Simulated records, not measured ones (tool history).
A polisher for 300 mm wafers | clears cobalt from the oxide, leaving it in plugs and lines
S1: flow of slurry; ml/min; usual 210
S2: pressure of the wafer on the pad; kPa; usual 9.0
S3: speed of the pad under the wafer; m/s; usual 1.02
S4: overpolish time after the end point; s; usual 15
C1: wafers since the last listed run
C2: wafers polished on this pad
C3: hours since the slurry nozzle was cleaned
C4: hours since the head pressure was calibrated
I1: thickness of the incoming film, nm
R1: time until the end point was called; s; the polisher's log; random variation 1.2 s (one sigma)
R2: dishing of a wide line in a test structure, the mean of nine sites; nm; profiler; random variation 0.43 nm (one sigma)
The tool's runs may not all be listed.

{"run": 1, "hour": 0.0, "S1": 210, "S2": 9.0, "S3": 1.02, "S4": 15, "C1": 0, "C2": 356, "C3": 446.3, "C4": 519.9, "I1": 264.8, "R1": 89.9, "R2": 24.8}
{"run": 2, "hour": 31.2, "S1": 210, "S2": 9.0, "S3": 1.02, "S4": 15, "C1": 209, "C2": 565, "C3": 477.5, "C4": 551.1, "I1": 272.5, "R1": 90.3, "R2": 24.0}
{"run": 3, "hour": 48.4, "S1": 210, "S2": 9.0, "S3": 1.02, "S4": 15, "C1": 115, "C2": 680, "C3": 494.7, "C4": 568.3, "I1": 273.7, "R1": 94.5, "R2": 24.1}
{"run": 4, "hour": 79.0, "S1": 210, "S2": 9.0, "S3": 1.02, "S4": 15, "C1": 205, "C2": 885, "C3": 525.3, "C4": 598.9, "I1": 271.1, "R1": 90.8, "R2": 24.3}
{"run": 5, "hour": 101.4, "S1": 210, "S2": 9.0, "S3": 1.2, "S4": 15, "C1": 150, "C2": 1035, "C3": 547.7, "C4": 621.3, "I1": 267.1, "R1": 77.0, "R2": 25.9}
{"hour": 105.8, "done": "worn pad replaced by a new one"}
{"run": 6, "hour": 115.3, "S1": 210, "S2": 9.0, "S3": 1.02, "S4": 15, "C1": 66, "C2": 63, "C3": 561.6, "C4": 635.2, "I1": 269.8, "R1": 93.5, "R2": 24.8}
{"run": 7, "hour": 144.7, "S1": 210, "S2": 9.0, "S3": 0.82, "S4": 15, "C1": 197, "C2": 261, "C3": 591.0, "C4": 664.6, "I1": 270.4, "R1": 113.3, "R2": 21.0}
{"run": 8, "hour": 159.4, "S1": 210, "S2": 9.0, "S3": 0.82, "S4": 15, "C1": 98, "C2": 359, "C3": 605.7, "C4": 679.3, "I1": 269.7, "R1": 115.0, "R2": 21.7}
{"run": 9, "hour": 193.6, "S1": 210, "S2": 9.0, "S3": 0.82, "S4": 15, "C1": 229, "C2": 588, "C3": 639.9, "C4": 713.5, "I1": 267.8, "R1": 115.7, "R2": 21.0}
{"run": 10, "hour": 223.9, "S1": 210, "S2": 9.0, "S3": 1.02, "S4": 15, "C1": 203, "C2": 791, "C3": 670.2, "C4": 743.8, "I1": 272.4, "R1": 92.5, "R2": 24.3}
{"hour": 228.2, "done": "worn pad replaced by a new one"}
{"run": 11, "hour": 253.3, "S1": 210, "S2": 9.0, "S3": 1.02, "S4": 15, "C1": 170, "C2": 168, "C3": 699.6, "C4": 773.2, "I1": 268.0, "R1": 92.0, "R2": 24.2}
{"hour": 287.0, "done": "slurry nozzle cleaned"}
{"run": 12, "hour": 287.5, "S1": 210, "S2": 9.0, "S3": 1.02, "S4": 22, "C1": 222, "C2": 390, "C3": 0.5, "C4": 807.4, "I1": 269.3, "R1": 92.7, "R2": 28.1}
{"run": 13, "hour": 311.6, "S1": 210, "S2": 9.0, "S3": 1.02, "S4": 9, "C1": 161, "C2": 552, "C3": 24.6, "C4": 831.5, "I1": 269.3, "R1": 92.4, "R2": 17.5}
{"run": 14, "hour": 328.3, "S1": 210, "S2": 9.0, "S3": 1.02, "S4": 15, "C1": 111, "C2": 664, "C3": 41.3, "C4": 848.2, "I1": 270.8, "R1": 91.8, "R2": 24.4}
{"run": 15, "hour": 341.3, "S1": 210, "S2": 9.0, "S3": 1.02, "S4": 15, "C1": 87, "C2": 751, "C3": 54.3, "C4": 861.2, "I1": 275.0, "R1": 92.7, "R2": 23.9}
{"hour": 365.3, "done": "worn pad replaced by a new one"}
{"run": 16, "hour": 366.6, "S1": 145, "S2": 9.0, "S3": 0.72, "S4": 21, "C1": 142, "C2": 8, "C3": 79.6, "C4": 886.5, "I1": 269.0, "R1": 132.5, "R2": 24.3}
{"run": 17, "hour": 398.8, "S1": 265, "S2": 9.0, "S3": 1.02, "S4": 15, "C1": 215, "C2": 224, "C3": 111.8, "C4": 918.7, "I1": 267.4, "R1": 88.6, "R2": 24.5}
{"run": 18, "hour": 434.6, "S1": 210, "S2": 10.3, "S3": 1.12, "S4": 15, "C1": 240, "C2": 464, "C3": 147.6, "C4": 954.5, "I1": 271.1, "R1": 73.7, "R2": 27.4}
{"run": 19, "hour": 450.4, "S1": 210, "S2": 11.0, "S3": 1.02, "S4": 15, "C1": 105, "C2": 570, "C3": 163.4, "C4": 970.3, "I1": 269.3, "R1": 74.2, "R2": 26.3}
{"run": 20, "hour": 482.8, "S1": 150, "S2": 9.0, "S3": 1.02, "S4": 15, "C1": 217, "C2": 788, "C3": 195.8, "C4": 1002.7, "I1": 270.3, "R1": 93.7, "R2": 24.0}
{"hour": 512.4, "done": "worn pad replaced by a new one"}
{"run": 21, "hour": 514.3, "S1": 210, "S2": 9.0, "S3": 1.02, "S4": 15, "C1": 184, "C2": 13, "C3": 227.3, "C4": 1034.2, "I1": 266.7, "R1": 89.0, "R2": 24.8}
{"run": 22, "hour": 532.7, "S1": 210, "S2": 9.0, "S3": 1.02, "S4": 15, "C1": 123, "C2": 136, "C3": 245.7, "C4": 1052.6, "I1": 271.3, "R1": 93.8, "R2": 24.0}
{"hour": 538.3, "done": "head pressure recalibrated"}
{"run": 23, "hour": 559.3, "S1": 210, "S2": 9.0, "S3": 1.02, "S4": 15, "C1": 164, "C2": 301, "C3": 272.3, "C4": 21.0, "I1": 269.0, "R1": 91.8, "R2": 24.6}
{"run": 24, "hour": 576.0, "S1": 135, "S2": 9.0, "S3": 1.3, "S4": 24, "C1": 111, "C2": 413, "C3": 289.0, "C4": 37.7, "I1": 268.0, "R1": 75.4, "R2": 31.2}
{"run": 25, "hour": 611.3, "S1": 170, "S2": 9.0, "S3": 0.78, "S4": 15, "C1": 236, "C2": 649, "C3": 324.3, "C4": 73.0, "I1": 272.8, "R1": 123.7, "R2": 20.4}
{"run": 26, "hour": 630.4, "S1": 210, "S2": 11.7, "S3": 1.02, "S4": 15, "C1": 128, "C2": 777, "C3": 343.4, "C4": 92.1, "I1": 268.4, "R1": 71.2, "R2": 26.9}
{"hour": 636.6, "done": "worn pad replaced by a new one"}
{"run": 27, "hour": 642.7, "S1": 210, "S2": 9.0, "S3": 1.02, "S4": 15, "C1": 55, "C2": 40, "C3": 355.7, "C4": 104.4, "I1": 269.9, "R1": 91.1, "R2": 24.6}
{"run": 28, "hour": 678.5, "S1": 210, "S2": 7.6, "S3": 1.22, "S4": 12, "C1": 240, "C2": 280, "C3": 391.5, "C4": 140.2, "I1": 268.9, "R1": 90.5, "R2": 21.4}
{"run": 29, "hour": 695.2, "S1": 210, "S2": 6.9, "S3": 1.12, "S4": 22, "C1": 111, "C2": 392, "C3": 408.2, "C4": 156.9, "I1": 271.1, "R1": 110.6, "R2": 27.2}
{"run": 30, "hour": 711.2, "S1": 265, "S2": 6.9, "S3": 1.22, "S4": 15, "C1": 107, "C2": 499, "C3": 424.2, "C4": 172.9, "I1": 269.3, "R1": 96.9, "R2": 23.9}

What the log doesn't show, run by run:
removal rate lost through wear of the pad, %: 0 in every run
slurry flow missing at the pad, %: 0 in every run
deviation of the head's pressure from its setpoint, %: 0 in every run
